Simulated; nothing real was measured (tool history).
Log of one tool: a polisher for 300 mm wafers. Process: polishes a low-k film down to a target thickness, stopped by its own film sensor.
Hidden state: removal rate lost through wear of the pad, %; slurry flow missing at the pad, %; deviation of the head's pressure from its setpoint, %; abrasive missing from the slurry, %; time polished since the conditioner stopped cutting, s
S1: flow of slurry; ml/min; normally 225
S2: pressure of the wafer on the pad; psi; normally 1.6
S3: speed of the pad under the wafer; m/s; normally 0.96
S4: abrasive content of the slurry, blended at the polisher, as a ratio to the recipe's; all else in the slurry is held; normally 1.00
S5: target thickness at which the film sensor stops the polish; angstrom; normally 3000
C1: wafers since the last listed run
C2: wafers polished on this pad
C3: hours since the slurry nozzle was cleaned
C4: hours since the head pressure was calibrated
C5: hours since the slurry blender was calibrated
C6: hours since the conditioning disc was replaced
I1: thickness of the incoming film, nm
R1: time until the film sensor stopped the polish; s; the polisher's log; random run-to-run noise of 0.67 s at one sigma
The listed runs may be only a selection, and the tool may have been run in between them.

run   hour   S1   S2    S3    S4    S5   C1    C2     C3     C4     C5     C6     I1     R1
  1    0.0  225  1.6  0.96  1.00  3000    0   186  550.3  132.9  135.7  258.7  313.8   45.9
       5.2  -- conditioning disc replaced and pad reconditioned
  2   16.7  225  1.6  0.96  1.00  3000  138   324  567.0  149.6  152.4   11.5  315.6   48.8
  3   40.3  225  1.6  0.96  1.00  3000  221   546  590.6  173.2  176.0   35.1  316.9   51.8
  4   65.2  205  1.6  0.96  0.90  2930  234   780  615.5  198.1  200.9   60.0  326.0  107.1
      83.8  -- slurry blender recalibrated
  5   85.6  225  1.0  0.96  0.90  2940  173   953  635.9  218.5    1.8   80.4  319.6  115.0
  6  105.7  195  1.6  0.96  1.25  3030  189  1142  656.0  238.6   21.9  100.5  317.5   42.1
  7  129.2  155  1.4  1.18  1.00  3000  221  1363  679.5  262.1   45.4  124.0  318.7   57.5
     134.9  -- slurry nozzle cleaned
  8  159.8  290  1.6  0.96  0.90  3040  278  1642   24.9  292.7   76.0  154.6  323.1   62.6
  9  176.2  295  1.6  1.22  1.00  2940  154  1796   41.3  309.1   92.4  171.0  314.5   53.3
 10  208.0  225  1.6  0.96  1.00  2950  299  2095   73.1  340.9  124.2  202.8  324.3   95.0
 11  220.5  225  1.1  1.20  0.75  3000  117  2213   85.6  353.4  136.7  215.3  316.5   65.4
     226.8  -- worn pad replaced by a new one
 12  253.2  150  1.6  0.96  1.00  3000  269   248  118.3  386.1  169.4  248.0  319.5   67.7
 13  272.1  180  1.3  0.96  1.00  3000  177   426  137.2  405.0  188.3  266.9  318.1   70.8
     275.6  -- conditioning disc replaced and pad reconditioned
 14  295.0  285  1.6  1.22  0.90  3060  196   622  160.1  427.9  211.2   19.4  316.0   26.3
 15  319.7  225  1.6  0.96  1.00  3000  232   855  184.8  452.6  235.9   44.1  323.9   73.4
 16  339.3  225  1.6  0.82  1.00  2960  184  1039  204.4  472.2  255.5   63.7  320.4   85.1
     345.7  -- slurry blender recalibrated
 17  370.4  280  1.6  0.96  1.00  3000  273  1313  235.5  503.3   24.7   94.8  313.7   41.9
 18  405.5  225  1.6  0.96  1.00  3000  330  1643  270.6  538.4   59.8  129.9  318.2   57.1
 19  426.9  225  1.6  0.96  1.00  2960  201  1844  292.0  559.8   81.2  151.3  318.9   71.8
 20  445.7  250  1.6  0.96  1.00  3000  176  2021  310.8  578.6  100.0  170.1  324.4   76.1
     468.7  -- worn pad replaced by a new one
 21  471.5  155  2.0  0.96  1.00  3000  205    26  336.6  604.4  125.8  195.9  324.5   70.4
 22  486.6  225  1.6  0.96  1.00  3000  142   168  351.7  619.5  140.9  211.0  318.0   58.0
 23  502.2  225  1.6  1.08  1.00  3000  146   314  367.3  635.1  156.5  226.6  322.2   65.6
     510.2  -- conditioning disc replaced and pad reconditioned
 24  528.9  275  1.6  0.96  1.00  2970  232   547  394.0  661.8  183.2   18.7  320.2   70.3
 25  578.6  225  1.0  0.96  0.85  3050  467  1014  443.7  711.5  232.9   68.4  319.5   68.0

How the hidden state differs across the entries between the runs, from the last listed run before each to the first after it:
After run 1, before run 2: conditioning disc replaced and pad reconditioned (hour 5.2)
  time polished since the conditioner stopped cutting, s: 238 -> 23.8
  what was measured, less what the result would be without the hidden state, R1: +3.2 -> +0.4 s
After run 4, before run 5: slurry blender recalibrated (hour 83.8)
  time polished since the conditioner stopped cutting, s: 35.6 -> 45.3
  what was measured, less what the result would be without the hidden state, R1: +1.2 -> +1.3 s
After run 7, before run 8: slurry nozzle cleaned (hour 134.9)
  time polished since the conditioner stopped cutting, s: 75.4 -> 104
  what was measured, less what the result would be without the hidden state, R1: +1.5 -> +2.0 s
After run 11, before run 12: worn pad replaced by a new one (hour 226.8)
  time polished since the conditioner stopped cutting, s: 180 -> 232
  what was measured, less what the result would be without the hidden state, R1: +3.4 -> +4.6 s
After run 13, before run 14: conditioning disc replaced and pad reconditioned (hour 275.6)
  time polished since the conditioner stopped cutting, s: 264 -> 7.33
  what was measured, less what the result would be without the hidden state, R1: +4.8 -> +0.0 s
After run 16, before run 17: slurry blender recalibrated (hour 345.7)
  time polished since the conditioner stopped cutting, s: 19.8 -> 36.5
  what was measured, less what the result would be without the hidden state, R1: +0.4 -> +0.4 s
After run 20, before run 21: worn pad replaced by a new one (hour 468.7)
  time polished since the conditioner stopped cutting, s: 104 -> 136
  what was measured, less what the result would be without the hidden state, R1: +2.5 -> +3.4 s
After run 23, before run 24: conditioning disc replaced and pad reconditioned (hour 510.2)
  time polished since the conditioner stopped cutting, s: 180 -> 5.58
  what was measured, less what the result would be without the hidden state, R1: +3.8 -> +0.2 s
